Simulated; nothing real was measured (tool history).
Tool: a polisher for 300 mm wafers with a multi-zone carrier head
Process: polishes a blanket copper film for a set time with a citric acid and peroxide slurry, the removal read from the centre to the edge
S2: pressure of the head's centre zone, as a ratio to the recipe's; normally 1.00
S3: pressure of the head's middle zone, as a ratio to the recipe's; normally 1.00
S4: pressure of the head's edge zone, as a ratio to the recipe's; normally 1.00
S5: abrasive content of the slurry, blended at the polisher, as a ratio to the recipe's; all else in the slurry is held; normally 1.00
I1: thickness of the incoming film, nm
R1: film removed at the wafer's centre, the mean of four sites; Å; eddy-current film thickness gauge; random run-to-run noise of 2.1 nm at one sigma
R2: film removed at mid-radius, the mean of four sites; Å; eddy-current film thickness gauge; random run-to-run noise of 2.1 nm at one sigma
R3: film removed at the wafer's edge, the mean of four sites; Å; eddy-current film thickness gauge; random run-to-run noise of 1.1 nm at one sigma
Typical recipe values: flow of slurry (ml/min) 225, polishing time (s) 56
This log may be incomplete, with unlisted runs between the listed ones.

{"run": 1, "hour": 0.0, "flow of slurry (ml/min)": 225, "S2": 1.0, "S3": 1.0, "S4": 1.0, "S5": 1.0, "polishing time (s)": 56, "I1": 771.8, "R1": 1828, "R2": 1829, "R3": 1800}
{"run": 2, "hour": 28.4, "flow of slurry (ml/min)": 225, "S2": 1.0, "S3": 1.0, "S4": 1.0, "S5": 1.0, "polishing time (s)": 56, "I1": 783.7, "R1": 1827, "R2": 1819, "R3": 1815}
{"run": 3, "hour": 41.2, "flow of slurry (ml/min)": 225, "S2": 1.0, "S3": 1.0, "S4": 1.0, "S5": 1.0, "polishing time (s)": 56, "I1": 768.2, "R1": 1818, "R2": 1826, "R3": 1826}
{"run": 4, "hour": 72.4, "flow of slurry (ml/min)": 225, "S2": 1.0, "S3": 1.0, "S4": 1.0, "S5": 1.0, "polishing time (s)": 56, "I1": 786.3, "R1": 1821, "R2": 1792, "R3": 1817}
{"run": 5, "hour": 106.2, "flow of slurry (ml/min)": 225, "S2": 1.0, "S3": 1.0, "S4": 1.0, "S5": 1.0, "polishing time (s)": 56, "I1": 793.1, "R1": 1806, "R2": 1818, "R3": 1817}
{"run": 6, "hour": 141.7, "flow of slurry (ml/min)": 225, "S2": 1.0, "S3": 1.0, "S4": 1.0, "S5": 1.0, "polishing time (s)": 56, "I1": 788.0, "R1": 1804, "R2": 1791, "R3": 1819}
{"hour": 146.5, "done": "worn pad replaced by a new one"}
{"run": 7, "hour": 167.3, "flow of slurry (ml/min)": 225, "S2": 1.0, "S3": 1.0, "S4": 1.0, "S5": 1.0, "polishing time (s)": 56, "I1": 768.3, "R1": 1814, "R2": 1765, "R3": 1816}
{"run": 8, "hour": 195.6, "flow of slurry (ml/min)": 225, "S2": 1.0, "S3": 1.0, "S4": 1.0, "S5": 1.0, "polishing time (s)": 56, "I1": 794.0, "R1": 1809, "R2": 1775, "R3": 1816}
{"run": 9, "hour": 231.0, "flow of slurry (ml/min)": 225, "S2": 0.97, "S3": 1.0, "S4": 1.1, "S5": 1.0, "polishing time (s)": 56, "I1": 765.9, "R1": 1737, "R2": 1776, "R3": 1921}
{"hour": 236.4, "done": "edge zone pressure recalibrated"}
{"run": 10, "hour": 264.5, "flow of slurry (ml/min)": 225, "S2": 1.05, "S3": 1.0, "S4": 0.95, "S5": 1.25, "polishing time (s)": 46, "I1": 783.5, "R1": 1675, "R2": 1609, "R3": 1549}
{"hour": 277.9, "done": "worn pad replaced by a new one"}
{"hour": 299.7, "done": "carrier head's membrane replaced by a new one"}
{"run": 11, "hour": 338.5, "flow of slurry (ml/min)": 160, "S2": 0.96, "S3": 1.0, "S4": 1.0, "S5": 1.0, "polishing time (s)": 56, "I1": 771.2, "R1": 1694, "R2": 1703, "R3": 1753}
{"hour": 357.4, "done": "centre zone pressure recalibrated"}
{"run": 12, "hour": 365.0, "flow of slurry (ml/min)": 225, "S2": 1.0, "S3": 1.0, "S4": 1.0, "S5": 1.0, "polishing time (s)": 56, "I1": 779.5, "R1": 1787, "R2": 1800, "R3": 1805}
{"run": 13, "hour": 394.2, "flow of slurry (ml/min)": 225, "S2": 1.0, "S3": 1.0, "S4": 1.0, "S5": 1.0, "polishing time (s)": 56, "I1": 790.1, "R1": 1835, "R2": 1796, "R3": 1820}
{"hour": 397.4, "done": "slurry nozzle cleaned"}
{"hour": 415.4, "done": "worn pad replaced by a new one"}
{"run": 14, "hour": 423.7, "flow of slurry (ml/min)": 225, "S2": 1.0, "S3": 1.0, "S4": 1.0, "S5": 1.0, "polishing time (s)": 56, "I1": 782.8, "R1": 1751, "R2": 1748, "R3": 1752}
{"run": 15, "hour": 451.4, "flow of slurry (ml/min)": 265, "S2": 1.1, "S3": 1.0, "S4": 1.0, "S5": 1.0, "polishing time (s)": 56, "I1": 776.8, "R1": 1921, "R2": 1776, "R3": 1782}
{"run": 16, "hour": 468.5, "flow of slurry (ml/min)": 225, "S2": 0.96, "S3": 1.05, "S4": 1.0, "S5": 1.0, "polishing time (s)": 56, "I1": 783.5, "R1": 1693, "R2": 1780, "R3": 1759}
{"hour": 490.5, "done": "slurry nozzle cleaned, repeated, since the last time left the tool worse"}
{"run": 17, "hour": 495.1, "flow of slurry (ml/min)": 225, "S2": 1.0, "S3": 1.0, "S4": 1.0, "S5": 1.0, "polishing time (s)": 47, "I1": 775.9, "R1": 1586, "R2": 1555, "R3": 1539}
{"hour": 549.1, "done": "worn pad replaced by a new one"}
{"run": 18, "hour": 585.7, "flow of slurry (ml/min)": 275, "S2": 1.0, "S3": 0.88, "S4": 1.0, "S5": 0.7, "polishing time (s)": 65, "I1": 775.5, "R1": 1927, "R2": 1694, "R3": 1875}
{"run": 19, "hour": 617.9, "flow of slurry (ml/min)": 255, "S2": 0.91, "S3": 1.0, "S4": 1.0, "S5": 1.0, "polishing time (s)": 56, "I1": 775.0, "R1": 1740, "R2": 1857, "R3": 1859}
{"run": 20, "hour": 646.1, "flow of slurry (ml/min)": 200, "S2": 0.91, "S3": 1.0, "S4": 1.03, "S5": 1.0, "polishing time (s)": 75, "I1": 777.3, "R1": 2253, "R2": 2425, "R3": 2475}
{"run": 21, "hour": 662.5, "flow of slurry (ml/min)": 225, "S2": 1.0, "S3": 1.0, "S4": 1.0, "S5": 1.0, "polishing time (s)": 56, "I1": 773.0, "R1": 1845, "R2": 1845, "R3": 1830}

Results per run with the tool's hidden condition removed, run-to-run variation unchanged:
Hidden conditions of the tool in this case: removal rate lost through wear of the pad, %; slurry flow missing at the pad, %; deviation of the centre zone's pressure from its setpoint, %; deviation of the edge zone's pressure from its setpoint, %.
run=1 R1=1880 R2=1876 R3=1834
run=2 R1=1880 R2=1867 R3=1850
run=3 R1=1871 R2=1874 R3=1861
run=4 R1=1875 R2=1839 R3=1853
run=5 R1=1861 R2=1867 R3=1853
run=6 R1=1860 R2=1840 R3=1856
run=7 R1=1871 R2=1814 R3=1853
run=8 R1=1866 R2=1825 R3=1854
run=9 R1=1792 R2=1826 R3=1962
run=10 R1=1729 R2=1655 R3=1582
run=11 R1=1763 R2=1765 R3=1799
run=12 R1=1846 R2=1853 R3=1844
run=13 R1=1896 R2=1849 R3=1860
run=14 R1=1876 R2=1860 R3=1834
run=15 R1=2053 R2=1885 R3=1863
run=16 R1=1829 R2=1908 R3=1850
run=17 R1=1589 R2=1559 R3=1542
run=18 R1=1944 R2=1708 R3=1886
run=19 R1=1761 R2=1876 R3=1873
run=20 R1=2289 R2=2459 R3=2501
run=21 R1=1874 R2=1871 R3=1850

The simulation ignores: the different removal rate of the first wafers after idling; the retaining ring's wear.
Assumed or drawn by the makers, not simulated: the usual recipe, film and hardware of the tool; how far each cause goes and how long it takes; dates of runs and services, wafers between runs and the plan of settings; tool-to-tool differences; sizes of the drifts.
